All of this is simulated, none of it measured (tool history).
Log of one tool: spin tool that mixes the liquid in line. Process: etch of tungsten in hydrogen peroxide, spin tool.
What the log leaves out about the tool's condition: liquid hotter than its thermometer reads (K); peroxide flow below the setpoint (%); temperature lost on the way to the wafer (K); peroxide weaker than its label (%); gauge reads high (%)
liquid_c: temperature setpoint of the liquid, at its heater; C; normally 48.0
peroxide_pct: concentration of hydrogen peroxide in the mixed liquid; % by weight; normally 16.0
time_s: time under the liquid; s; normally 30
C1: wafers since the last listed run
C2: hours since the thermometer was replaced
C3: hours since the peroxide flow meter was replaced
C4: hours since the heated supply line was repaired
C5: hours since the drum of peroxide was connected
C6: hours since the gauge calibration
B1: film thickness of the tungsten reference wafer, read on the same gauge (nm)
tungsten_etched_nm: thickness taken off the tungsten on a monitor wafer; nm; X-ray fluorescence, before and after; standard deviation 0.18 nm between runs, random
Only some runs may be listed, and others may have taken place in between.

Run 1, day 0.000: usual settings; C1 0; C2 1828.3; C3 56.1; C4 2164.9; C5 701.4; C6 34.8; B1 119.99. Result: tungsten_etched_nm 23.56 nm.
Run 2, day 0.521: usual settings; C1 265; C2 1840.8; C3 68.6; C4 2177.4; C5 713.9; C6 47.3; B1 120.01. Result: tungsten_etched_nm 23.78 nm.
Run 3, day 1.362: usual settings; C1 429; C2 1861.0; C3 88.8; C4 2197.6; C5 734.1; C6 67.5; B1 120.00. Result: tungsten_etched_nm 23.64 nm.
Run 4, day 2.517: usual settings; C1 588; C2 1888.7; C3 116.5; C4 2225.3; C5 761.8; C6 95.2; B1 119.99. Result: tungsten_etched_nm 23.90 nm.
Run 5, day 3.542: usual settings but liquid_c 53.0 C; C1 522; C2 1913.3; C3 141.1; C4 2249.9; C5 786.4; C6 119.8; B1 120.02. Result: tungsten_etched_nm 31.80 nm.
Run 6, day 4.850: usual settings but liquid_c 52.0 C, peroxide_pct 21.0 % by weight, time_s 20 s; C1 667; C2 1944.7; C3 172.5; C4 2281.3; C5 817.8; C6 151.2; B1 120.02. Result: tungsten_etched_nm 23.12 nm.
Run 7, day 6.079: usual settings but liquid_c 57.5 C, peroxide_pct 12.0 % by weight; C1 626; C2 1974.2; C3 202.0; C4 2310.8; C5 847.3; C6 180.7; B1 119.98. Result: tungsten_etched_nm 36.36 nm.
Run 8, day 6.679: usual settings but peroxide_pct 14.0 % by weight; C1 305; C2 1988.6; C3 216.4; C4 2325.2; C5 861.7; C6 195.1; B1 120.03. Result: tungsten_etched_nm 21.87 nm.
Run 9, day 7.275: usual settings; C1 303; C2 2002.9; C3 230.7; C4 2339.5; C5 876.0; C6 209.4; B1 120.02. Result: tungsten_etched_nm 23.37 nm.
Run 10, day 8.758: usual settings but liquid_c 52.0 C, peroxide_pct 12.0 % by weight; C1 756; C2 2038.5; C3 266.3; C4 2375.1; C5 911.6; C6 245.0; B1 120.02. Result: tungsten_etched_nm 26.21 nm.
Run 11, day 10.200: usual settings but liquid_c 50.5 C, peroxide_pct 14.0 % by weight, time_s 45 s; C1 735; C2 2073.1; C3 300.9; C4 2409.7; C5 946.2; C6 279.6; B1 120.01. Result: tungsten_etched_nm 38.52 nm.
Run 12, day 11.029: usual settings but liquid_c 53.5 C, peroxide_pct 19.0 % by weight, time_s 15 s; C1 422; C2 2093.0; C3 320.8; C4 2429.6; C5 966.1; C6 299.5; B1 120.00. Result: tungsten_etched_nm 17.97 nm.
At day 13.767: new drum of peroxide connected.
Run 13, day 15.508: usual settings; C1 2263; C2 2200.5; C3 428.3; C4 2537.1; C5 41.8; C6 407.0; B1 120.00. Result: tungsten_etched_nm 24.28 nm.
Run 14, day 16.471: usual settings but liquid_c 39.5 C; C1 490; C2 2223.6; C3 451.4; C4 2560.2; C5 64.9; C6 430.1; B1 120.01. Result: tungsten_etched_nm 14.34 nm.
Run 15, day 17.592: usual settings but liquid_c 57.5 C, time_s 35 s; C1 571; C2 2250.5; C3 478.3; C4 2587.1; C5 91.8; C6 457.0; B1 120.01. Result: tungsten_etched_nm 50.34 nm.
At day 17.796: thermometer replaced.
At day 18.600: heated supply line repaired.
Run 16, day 18.871: usual settings but liquid_c 55.0 C, time_s 15 s; C1 609; C2 25.8; C3 509.0; C4 6.5; C5 122.5; C6 487.7; B1 120.00. Result: tungsten_etched_nm 18.85 nm.
Run 17, day 19.654: usual settings but liquid_c 39.5 C, peroxide_pct 20.0 % by weight, time_s 15 s; C1 399; C2 44.6; C3 527.8; C4 25.3; C5 141.3; C6 506.5; B1 119.96. Result: tungsten_etched_nm 8.01 nm.
Run 18, day 20.696: usual settings but time_s 45 s; C1 531; C2 69.6; C3 552.8; C4 50.3; C5 166.3; C6 531.5; B1 120.04. Result: tungsten_etched_nm 36.75 nm.
Run 19, day 21.567: usual settings but liquid_c 54.0 C; C1 444; C2 90.5; C3 573.7; C4 71.2; C5 187.2; C6 552.4; B1 120.00. Result: tungsten_etched_nm 35.35 nm.
Run 20, day 22.512: usual settings but liquid_c 50.5 C, time_s 20 s; C1 482; C2 113.2; C3 596.4; C4 93.9; C5 209.9; C6 575.1; B1 119.98. Result: tungsten_etched_nm 18.63 nm.
Run 21, day 24.004: usual settings but liquid_c 54.5 C, peroxide_pct 13.0 % by weight; C1 760; C2 149.0; C3 632.2; C4 129.7; C5 245.7; C6 610.9; B1 120.03. Result: tungsten_etched_nm 32.26 nm.
At day 24.150: gauge calibrated.
Run 22, day 25.254: usual settings; C1 637; C2 179.0; C3 662.2; C4 159.7; C5 275.7; C6 26.5; B1 119.99. Result: tungsten_etched_nm 24.25 nm.
Run 23, day 26.071: usual settings but liquid_c 58.0 C, peroxide_pct 18.5 % by weight; C1 416; C2 198.6; C3 681.8; C4 179.3; C5 295.3; C6 46.1; B1 120.00. Result: tungsten_etched_nm 46.99 nm.
Run 24, day 26.721: usual settings but liquid_c 56.5 C, peroxide_pct 19.0 % by weight; C1 331; C2 214.2; C3 697.4; C4 194.9; C5 310.9; C6 61.7; B1 120.00. Result: tungsten_etched_nm 43.68 nm.
Run 25, day 27.396: usual settings; C1 344; C2 230.4; C3 713.6; C4 211.1; C5 327.1; C6 77.9; B1 120.00. Result: tungsten_etched_nm 23.98 nm.
Run 26, day 28.500: usual settings but liquid_c 56.5 C, peroxide_pct 12.5 % by weight; C1 563; C2 256.9; C3 740.1; C4 237.6; C5 353.6; C6 104.4; B1 120.02. Result: tungsten_etched_nm 35.37 nm.
Run 27, day 29.679: usual settings but peroxide_pct 13.0 % by weight; C1 601; C2 285.2; C3 768.4; C4 265.9; C5 381.9; C6 132.7; B1 119.99. Result: tungsten_etched_nm 21.77 nm.

Predict each of these 3 candidate next runs independently; none follows another, all start after run 27:
Run A, day 29.696: usual settings; C1 8; C2 285.6; C3 768.8; C4 266.3; C5 382.3; C6 133.1; B1 ?. Result: tungsten_etched_nm ?.
Run B, day 29.696: usual settings but liquid_c 56.5 C, time_s 50 s; C1 8; C2 285.6; C3 768.8; C4 266.3; C5 382.3; C6 133.1; B1 ?. Result: tungsten_etched_nm ?.
Run C, day 29.696: usual settings but liquid_c 57.0 C, peroxide_pct 12.0 % by weight, time_s 50 s; C1 8; C2 285.6; C3 768.8; C4 266.3; C5 382.3; C6 133.1; B1 ?. Result: tungsten_etched_nm ?.

run      B1  tungsten_etched_nm
  A  120.02               23.92
  B  120.02               66.56
  C  120.02               59.36
Without the tool's hidden state the same runs would have given:
run  tungsten_etched_nm
  A               24.29
  B               67.59
  C               60.28

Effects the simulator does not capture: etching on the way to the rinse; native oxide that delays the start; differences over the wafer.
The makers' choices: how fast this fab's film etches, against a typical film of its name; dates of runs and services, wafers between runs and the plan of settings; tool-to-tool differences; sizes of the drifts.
